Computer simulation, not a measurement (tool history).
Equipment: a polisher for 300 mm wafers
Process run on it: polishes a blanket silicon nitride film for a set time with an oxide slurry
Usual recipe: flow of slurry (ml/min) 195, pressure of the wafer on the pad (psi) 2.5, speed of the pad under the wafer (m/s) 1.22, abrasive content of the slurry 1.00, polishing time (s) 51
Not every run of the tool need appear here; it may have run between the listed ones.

run,hour,flow of slurry (ml/min),pressure of the wafer on the pad (psi),speed of the pad under the wafer (m/s),abrasive content of the slurry,polishing time (s),wafers since the last listed run,wafers polished on this pad,hours since the slurry nozzle was cleaned,hours since the head pressure was calibrated,hours since the slurry blender was calibrated,hours since the conditioning disc was replaced,"incoming thickness of the incoming film, nm",film removed (angstrom)
1,0.0,195,2.5,1.22,1.00,51,0,1660,39.4,234.6,277.1,39.7,480.1,279
2,44.9,195,2.5,1.22,1.00,51,570,2231,84.3,279.5,322.0,84.6,488.6,274
# hour 109.5: slurry blender recalibrated
3,130.6,195,2.5,1.22,1.00,51,1064,3295,170.0,365.2,21.1,170.3,480.9,307
4,213.5,195,2.5,1.22,1.00,51,1054,4349,252.9,448.1,104.0,253.2,490.3,293
# hour 252.0: head pressure recalibrated
5,254.0,195,2.5,1.22,1.00,51,489,4839,293.4,2.0,144.5,293.7,487.1,286
# hour 294.7: worn pad replaced by a new one
# hour 299.9: conditioning disc replaced and pad reconditioned
6,309.9,195,2.5,1.22,1.00,51,634,167,349.3,57.9,200.4,10.0,479.4,278
7,358.3,195,2.5,1.22,1.00,51,615,783,397.7,106.3,248.8,58.4,474.4,281
# hour 365.4: slurry nozzle cleaned
8,399.4,195,2.5,1.22,1.00,51,509,1293,34.0,147.4,289.9,99.5,474.7,277
9,496.5,195,2.5,1.22,1.00,51,1234,2527,131.1,244.5,387.0,196.6,480.6,274
# hour 566.2: slurry blender recalibrated
10,576.3,195,1.8,1.22,1.15,51,989,3517,210.9,324.3,10.1,276.4,475.3,241
# hour 626.4: conditioning disc replaced and pad reconditioned
11,626.9,195,2.5,1.22,1.00,51,617,4135,261.5,374.9,60.7,0.5,481.0,297
# hour 655.5: worn pad replaced by a new one
12,676.3,195,2.5,1.22,1.00,51,577,264,310.9,424.3,110.1,49.9,474.7,290
# hour 701.1: head pressure recalibrated
13,724.4,170,2.0,1.22,1.15,51,586,850,359.0,23.3,158.2,98.0,481.9,239
# hour 803.3: slurry nozzle cleaned
14,823.3,195,2.5,1.22,1.00,51,1244,2095,20.0,122.2,257.1,196.9,472.1,275
15,895.7,195,2.5,1.22,1.00,51,920,3015,92.4,194.6,329.5,269.3,469.7,266
# hour 981.8: worn pad replaced by a new one
# hour 982.3: slurry blender recalibrated
# hour 996.7: conditioning disc replaced and pad reconditioned
# hour 1101.2: head pressure recalibrated
# hour 1138.7: slurry nozzle cleaned
16,1198.6,155,2.5,1.22,1.00,60,3731,2687,59.9,97.4,216.3,201.9,489.5,325
17,1266.1,195,2.5,1.12,1.00,51,858,3545,127.4,164.9,283.8,269.4,483.0,260
18,1323.1,195,2.5,0.92,1.00,51,724,4270,184.4,221.9,340.8,326.4,485.2,218
# hour 1338.3: conditioning disc replaced and pad reconditioned
# hour 1359.2: worn pad replaced by a new one
# hour 1490.0: slurry blender recalibrated
# hour 1587.1: slurry nozzle cleaned
19,1591.5,195,2.5,1.38,1.00,51,3298,2915,4.4,490.3,101.5,253.2,476.9,325
# hour 1620.3: head pressure recalibrated
20,1693.0,195,2.5,1.22,1.00,51,1265,4181,105.9,72.7,203.0,354.7,489.5,276
# hour 1717.4: worn pad replaced by a new one
# hour 1720.9: conditioning disc replaced and pad reconditioned
21,1777.9,155,2.5,1.22,1.00,51,1003,743,190.8,157.6,287.9,57.0,478.2,260
22,1818.0,215,2.1,1.22,1.25,36,509,1253,230.9,197.7,328.0,97.1,489.1,179
23,1864.4,195,1.7,0.98,0.80,38,590,1843,277.3,244.1,374.4,143.5,478.0,100

Below are 3 alternative next runs, each starting from the tool's condition after run 23. Predict each:
A,1864.8,195,2.5,1.22,1.00,51,5,1848,277.7,244.5,374.8,143.9,483.9,?
B,1864.8,245,2.5,1.22,1.00,51,5,1848,277.7,244.5,374.8,143.9,483.9,?
C,1864.8,195,2.1,1.22,1.00,36,5,1848,277.7,244.5,374.8,143.9,483.9,?

run,film removed (angstrom)
A,271
B,276
C,161
What these runs would have given with no unlogged condition in the tool:
run,film removed (angstrom)
A,319
B,325
C,189
